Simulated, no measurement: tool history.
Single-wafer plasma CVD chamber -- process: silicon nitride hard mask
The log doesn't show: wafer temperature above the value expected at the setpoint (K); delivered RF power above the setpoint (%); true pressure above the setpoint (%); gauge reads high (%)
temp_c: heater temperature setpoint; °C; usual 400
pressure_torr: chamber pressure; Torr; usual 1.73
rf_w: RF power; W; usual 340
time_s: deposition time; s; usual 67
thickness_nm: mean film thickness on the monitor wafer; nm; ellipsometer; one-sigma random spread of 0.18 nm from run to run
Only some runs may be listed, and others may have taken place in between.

| run | hour | temp_c | pressure_torr | rf_w | time_s | wafers since the last listed run | hours since the last thermocouple change | hours since the last RF generator calibration | hours since the last manometer calibration | hours since the showerhead was replaced | hours since the gauge calibration | read-back reference wafer on the same gauge, thickness_nm | thickness_nm |
|---|---|---|---|---|---|---|---|---|---|---|---|---|---|
| 1 | 0 | 400 | 1.73 | 325 | 67 | 0 | 874.9 | 99.9 | 1494.9 | 1201.6 | 571.6 | 72.287 | 82 |
| 2 | 106.1 | 400 | 1.56 | 380 | 67 | 1864 | 981 | 206 | 1601 | 1307.7 | 677.7 | 72.311 | 90.267 |
| 3 | 165.3 | 410 | 1.91 | 340 | 67 | 1040 | 1040.2 | 265.2 | 1660.2 | 1366.9 | 736.9 | 72.267 | 89.184 |
| 4 | 323.1 | 400 | 1.73 | 340 | 67 | 2772 | 1198 | 423 | 1818 | 1524.7 | 894.7 | 72.278 | 85.638 |
| 5 | 389.7 | 400 | 1.73 | 340 | 67 | 1170 | 1264.6 | 489.6 | 1884.6 | 1591.3 | 961.3 | 72.331 | 86.019 |
| 6 | 428.6 | 400 | 1.73 | 340 | 67 | 683 | 1303.5 | 528.5 | 1923.5 | 1630.2 | 1000.2 | 72.265 | 85.338 |
| 7 | 530.8 | 404 | 1.73 | 340 | 67 | 1795 | 1405.7 | 630.7 | 2025.7 | 1732.4 | 1102.4 | 72.262 | 85.227 |
| 8 | 591.8 | 404 | 1.73 | 340 | 67 | 1071 | 1466.7 | 691.7 | 2086.7 | 1793.4 | 1163.4 | 72.291 | 85.387 |
| 9 | 697.5 | 404 | 1.73 | 340 | 67 | 1857 | 1572.4 | 797.4 | 2192.4 | 1899.1 | 1269.1 | 72.22 | 85.072 |
| 10 | 770.1 | 400 | 1.73 | 340 | 67 | 1275 | 1645 | 870 | 2265 | 1971.7 | 1341.7 | 72.331 | 85.381 |
| 11 | 875.7 | 400 | 1.73 | 340 | 67 | 1855 | 1750.6 | 975.6 | 2370.6 | 2077.3 | 1447.3 | 72.204 | 84.867 |
| 12 | 981.4 | 400 | 1.73 | 340 | 67 | 1857 | 1856.3 | 1081.3 | 2476.3 | 2183 | 1553 | 72.269 | 84.965 |
| 13 | 1045.8 | 400 | 1.73 | 340 | 67 | 1131 | 1920.7 | 1145.7 | 2540.7 | 2247.4 | 1617.4 | 72.354 | 84.733 |
|  | 1095.1 | gauge calibrated |
|  | 1117.3 | capacitance manometer re-zeroed and calibrated |
| 14 | 1148.9 | 403 | 1.73 | 340 | 67 | 1670 | 2023.8 | 1248.8 | 31.6 | 2350.5 | 53.8 | 72.263 | 88.964 |
|  | 1180.1 | RF generator calibrated |
| 15 | 1204.9 | 400 | 1.49 | 400 | 67 | 843 | 2079.8 | 24.8 | 87.6 | 2406.5 | 109.8 | 72.281 | 95.653 |
|  | 1216.9 | thermocouple changed; heater temperature recalibrated |
| 16 | 1250.2 | 400 | 1.73 | 340 | 67 | 655 | 33.3 | 70.1 | 132.9 | 2451.8 | 155.1 | 72.234 | 89.196 |
| 17 | 1512.1 | 400 | 1.73 | 340 | 67 | 4601 | 295.2 | 332 | 394.8 | 2713.7 | 417 | 72.298 | 88.983 |
| 18 | 1586 | 400 | 1.73 | 365 | 67 | 1298 | 369.1 | 405.9 | 468.7 | 2787.6 | 490.9 | 72.299 | 95.297 |
| 19 | 1673.3 | 400 | 1.73 | 340 | 67 | 1533 | 456.4 | 493.2 | 556 | 2874.9 | 578.2 | 72.267 | 89.664 |
|  | 1715 | capacitance manometer re-zeroed and calibrated, repeated, since the last time left the tool worse |
|  | 1890 | showerhead replaced |
| 20 | 1890.5 | 400 | 1.73 | 385 | 73.6 | 3535 | 673.6 | 710.4 | 175.5 | 0.5 | 795.4 | 72.233 | 106.051 |
| 21 | 1944.4 | 404 | 1.73 | 340 | 67 | 947 | 727.5 | 764.3 | 229.4 | 54.4 | 849.3 | 72.32 | 85.892 |
| 22 | 1994.1 | 400 | 1.73 | 380 | 67 | 873 | 777.2 | 814 | 279.1 | 104.1 | 899 | 72.318 | 95.951 |
| 23 | 2036.1 | 400 | 1.86 | 340 | 67 | 737 | 819.2 | 856 | 321.1 | 146.1 | 941 | 72.27 | 89.466 |
| 24 | 2108.1 | 400 | 1.48 | 340 | 67 | 1265 | 891.2 | 928 | 393.1 | 218.1 | 1013 | 72.345 | 79.286 |
| 25 | 2150.5 | 400 | 1.73 | 340 | 67 | 744 | 933.6 | 970.4 | 435.5 | 260.5 | 1055.4 | 72.335 | 86.404 |
| 26 | 2248.8 | 400 | 1.32 | 340 | 79.7 | 1727 | 1031.9 | 1068.7 | 533.8 | 358.8 | 1153.7 | 72.32 | 87.136 |
| 27 | 2339.9 | 400 | 1.73 | 395 | 67 | 1600 | 1123 | 1159.8 | 624.9 | 449.9 | 1244.8 | 72.289 | 98.57 |
| 28 | 2417.2 | 400 | 1.73 | 315 | 71.9 | 1358 | 1200.3 | 1237.1 | 702.2 | 527.2 | 1322.1 | 72.229 | 85.565 |
| 29 | 2470.5 | 400 | 1.51 | 405 | 72.6 | 936 | 1253.6 | 1290.4 | 755.5 | 580.5 | 1375.4 | 72.319 | 101.93 |

Here are 3 independent what-if runs from the current tool condition. What would each one return?
| A | 2470.9 | 400 | 2.09 | 340 | 67 | 7 | 1254 | 1290.8 | 755.9 | 580.9 | 1375.8 | ? | ? |
| B | 2470.9 | 406 | 2.06 | 340 | 67 | 7 | 1254 | 1290.8 | 755.9 | 580.9 | 1375.8 | ? | ? |
| C | 2470.9 | 391 | 1.73 | 340 | 67 | 7 | 1254 | 1290.8 | 755.9 | 580.9 | 1375.8 | ? | ? |

| run | read-back reference wafer on the same gauge, thickness_nm | thickness_nm |
|---|---|---|
| A | 72.291 | 93.58 |
| B | 72.291 | 92.835 |
| C | 72.291 | 86.58 |
Take away the tool's hidden state, keep each run's random variation, and the runs would have read:
| run | thickness_nm |
|---|---|
| A | 93.915 |
| B | 93.168 |
| C | 86.915 |
